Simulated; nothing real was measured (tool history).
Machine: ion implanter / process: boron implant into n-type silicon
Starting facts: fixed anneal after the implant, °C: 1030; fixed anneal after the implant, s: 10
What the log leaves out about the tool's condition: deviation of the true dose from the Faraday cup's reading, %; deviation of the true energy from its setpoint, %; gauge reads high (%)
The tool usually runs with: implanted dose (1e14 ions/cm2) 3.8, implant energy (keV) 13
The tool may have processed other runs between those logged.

run,hour,implanted dose (1e14 ions/cm2),implant energy (keV),wafers since the last listed run,hours since the last dose calibration,hours since the extraction supply was calibrated,hours since the gauge calibration,"read-back reference wafer on the same gauge, sheet resistance",sheet resistance of the implanted and annealed layer (ohm/square)
1,0,3.8,13,0,2201.2,2658.8,112.6,228.32,274.08
2,13.6,3.8,13,141,2214.8,2672.4,126.2,228.19,273.93
3,31.4,3.8,13,185,2232.6,2690.2,144,228.18,273.05
4,39.2,3.8,16,81,2240.4,2698,151.8,227.96,266.9
5,49.4,3.8,16,106,2250.6,2708.2,162,228.08,267.09
# hour 83.6: Faraday cup replaced and dose calibrated
6,88.9,3.8,16,327,5.3,2747.7,201.5,227.59,266.85
# hour 95.2: gauge calibrated
7,106.4,3.8,13,182,22.8,2765.2,11.2,229.87,276
8,112.9,3.8,13,67,29.3,2771.7,17.7,230.03,274.89
9,121.1,3.8,13,85,37.5,2779.9,25.9,229.84,275.54

Expected results for the next run?
10,129.3,2.73,15.5,85,45.7,2788.1,34.1,?,?

Run 10 came out at read-back reference wafer on the same gauge, sheet resistance 229.77, sheet resistance of the implanted and annealed layer (ohm/square) 352.99.
Minus the tool's unlogged condition, the same run would have read sheet resistance of the implanted and annealed layer (ohm/square) 353.36.
